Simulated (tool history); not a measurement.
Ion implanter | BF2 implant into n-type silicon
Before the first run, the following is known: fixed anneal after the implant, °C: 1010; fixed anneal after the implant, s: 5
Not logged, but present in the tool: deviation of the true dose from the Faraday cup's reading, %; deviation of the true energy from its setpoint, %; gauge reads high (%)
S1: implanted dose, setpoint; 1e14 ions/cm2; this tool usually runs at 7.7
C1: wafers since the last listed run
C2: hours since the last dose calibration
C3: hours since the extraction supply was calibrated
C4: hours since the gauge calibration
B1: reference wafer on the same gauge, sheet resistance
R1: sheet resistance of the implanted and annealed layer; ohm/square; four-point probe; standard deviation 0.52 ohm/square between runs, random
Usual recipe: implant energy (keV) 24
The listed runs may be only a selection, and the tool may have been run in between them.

{"run": 1, "hour": 0.0, "S1": 7.7, "implant energy (keV)": 24, "C1": 0, "C2": 406.6, "C3": 2109.6, "C4": 777.8, "B1": 216.04, "R1": 182.32}
{"run": 2, "hour": 62.2, "S1": 7.7, "implant energy (keV)": 24, "C1": 2067, "C2": 468.8, "C3": 2171.8, "C4": 840, "B1": 215.96, "R1": 183.2}
{"run": 3, "hour": 112.4, "S1": 7.7, "implant energy (keV)": 24, "C1": 1668, "C2": 519, "C3": 2222, "C4": 890.2, "B1": 216, "R1": 182.73}
{"run": 4, "hour": 205.4, "S1": 7.7, "implant energy (keV)": 24, "C1": 3090, "C2": 612, "C3": 2315, "C4": 983.2, "B1": 216.04, "R1": 182.86}
{"run": 5, "hour": 281.3, "S1": 7.7, "implant energy (keV)": 24, "C1": 2522, "C2": 687.9, "C3": 2390.9, "C4": 1059.1, "B1": 216.39, "R1": 183.29}
{"run": 6, "hour": 330.0, "S1": 7.7, "implant energy (keV)": 24, "C1": 1618, "C2": 736.6, "C3": 2439.6, "C4": 1107.8, "B1": 216.19, "R1": 182.53}
{"run": 7, "hour": 424.6, "S1": 7.7, "implant energy (keV)": 24, "C1": 3143, "C2": 831.2, "C3": 2534.2, "C4": 1202.4, "B1": 215.96, "R1": 183.59}
{"run": 8, "hour": 522.2, "S1": 6.48, "implant energy (keV)": 24, "C1": 3243, "C2": 928.8, "C3": 2631.8, "C4": 1300, "B1": 216.2, "R1": 196.3}
{"run": 9, "hour": 609.5, "S1": 6.48, "implant energy (keV)": 24, "C1": 2901, "C2": 1016.1, "C3": 2719.1, "C4": 1387.3, "B1": 215.94, "R1": 197.28}
{"run": 10, "hour": 673.1, "S1": 6.48, "implant energy (keV)": 24, "C1": 2113, "C2": 1079.7, "C3": 2782.7, "C4": 1450.9, "B1": 216.06, "R1": 196.84}
{"run": 11, "hour": 765.2, "S1": 7.7, "implant energy (keV)": 27, "C1": 3060, "C2": 1171.8, "C3": 2874.8, "C4": 1543, "B1": 216.14, "R1": 174.05}
{"run": 12, "hour": 811.5, "S1": 7.7, "implant energy (keV)": 27, "C1": 1538, "C2": 1218.1, "C3": 2921.1, "C4": 1589.3, "B1": 215.91, "R1": 173.24}
{"hour": 820.8, "done": "extraction supply calibrated"}
{"run": 13, "hour": 1118.7, "S1": 7.7, "implant energy (keV)": 24, "C1": 9943, "C2": 1525.3, "C3": 297.9, "C4": 1896.5, "B1": 216.15, "R1": 187.58}
{"run": 14, "hour": 1206.1, "S1": 5.86, "implant energy (keV)": 24, "C1": 2904, "C2": 1612.7, "C3": 385.3, "C4": 1983.9, "B1": 215.92, "R1": 213.52}
{"run": 15, "hour": 1242.4, "S1": 6.69, "implant energy (keV)": 32, "C1": 1206, "C2": 1649, "C3": 421.6, "C4": 2020.2, "B1": 215.87, "R1": 179.9}
{"run": 16, "hour": 1293.7, "S1": 6.64, "implant energy (keV)": 24, "C1": 1704, "C2": 1700.3, "C3": 472.9, "C4": 2071.5, "B1": 216.41, "R1": 199.94}
{"run": 17, "hour": 1333.0, "S1": 7.7, "implant energy (keV)": 24, "C1": 1306, "C2": 1739.6, "C3": 512.2, "C4": 2110.8, "B1": 215.94, "R1": 186.58}
{"run": 18, "hour": 1407.0, "S1": 7.7, "implant energy (keV)": 26.5, "C1": 2459, "C2": 1813.6, "C3": 586.2, "C4": 2184.8, "B1": 216.04, "R1": 179.68}
{"run": 19, "hour": 1508.7, "S1": 7.7, "implant energy (keV)": 24, "C1": 3379, "C2": 1915.3, "C3": 687.9, "C4": 2286.5, "B1": 216.13, "R1": 187.08}
{"run": 20, "hour": 1561.0, "S1": 9.23, "implant energy (keV)": 31, "C1": 1738, "C2": 1967.6, "C3": 740.2, "C4": 2338.8, "B1": 215.83, "R1": 156.21}
{"run": 21, "hour": 1624.8, "S1": 7.7, "implant energy (keV)": 20, "C1": 2120, "C2": 2031.4, "C3": 804, "C4": 2402.6, "B1": 215.92, "R1": 204.54}
{"run": 22, "hour": 1696.8, "S1": 7.7, "implant energy (keV)": 24, "C1": 2392, "C2": 2103.4, "C3": 876, "C4": 2474.6, "B1": 215.83, "R1": 188.05}
{"hour": 1763.1, "done": "Faraday cup replaced and dose calibrated"}
{"hour": 1764.0, "done": "gauge calibrated"}
{"run": 23, "hour": 1785.8, "S1": 8.74, "implant energy (keV)": 24, "C1": 2691, "C2": 22.7, "C3": 965, "C4": 21.8, "B1": 215.85, "R1": 175.88}
{"run": 24, "hour": 1886.9, "S1": 7.7, "implant energy (keV)": 32, "C1": 3359, "C2": 123.8, "C3": 1066.1, "C4": 122.9, "B1": 216.15, "R1": 163.55}
{"run": 25, "hour": 1989.1, "S1": 8.37, "implant energy (keV)": 29, "C1": 3396, "C2": 226, "C3": 1168.3, "C4": 225.1, "B1": 215.84, "R1": 163.64}
{"run": 26, "hour": 2088.9, "S1": 5.78, "implant energy (keV)": 16, "C1": 3316, "C2": 325.8, "C3": 1268.1, "C4": 324.9, "B1": 216.36, "R1": 244.53}
{"run": 27, "hour": 2135.3, "S1": 6.48, "implant energy (keV)": 24, "C1": 1542, "C2": 372.2, "C3": 1314.5, "C4": 371.3, "B1": 215.81, "R1": 198.31}
{"run": 28, "hour": 2217.1, "S1": 7.7, "implant energy (keV)": 19.5, "C1": 2718, "C2": 454, "C3": 1396.3, "C4": 453.1, "B1": 216.23, "R1": 202.02}
{"run": 29, "hour": 2323.2, "S1": 8.39, "implant energy (keV)": 24, "C1": 3526, "C2": 560.1, "C3": 1502.4, "C4": 559.2, "B1": 216.05, "R1": 178.05}

Across each entry between runs, compare the hidden state at the last listed run before it with the hidden state at the first listed run after it:
After run 12, before run 13: extraction supply calibrated (hour 820.8)
  deviation of the true dose from the Faraday cup's reading, %: -2 -> -3.01; deviation of the true energy from its setpoint, %: 4.28 -> 0.438
  the result without the hidden state subtracted from the measured one, R1: -1.61 -> +1.76 ohm/square
After run 22, before run 23: Faraday cup replaced and dose calibrated (hour 1763.1); gauge calibrated (hour 1764)
  deviation of the true dose from the Faraday cup's reading, %: -5.52 -> -0.245; deviation of the true energy from its setpoint, %: 1.22 -> 1.34
  the result without the hidden state subtracted from the measured one, R1: +3.04 -> -1.04 ohm/square
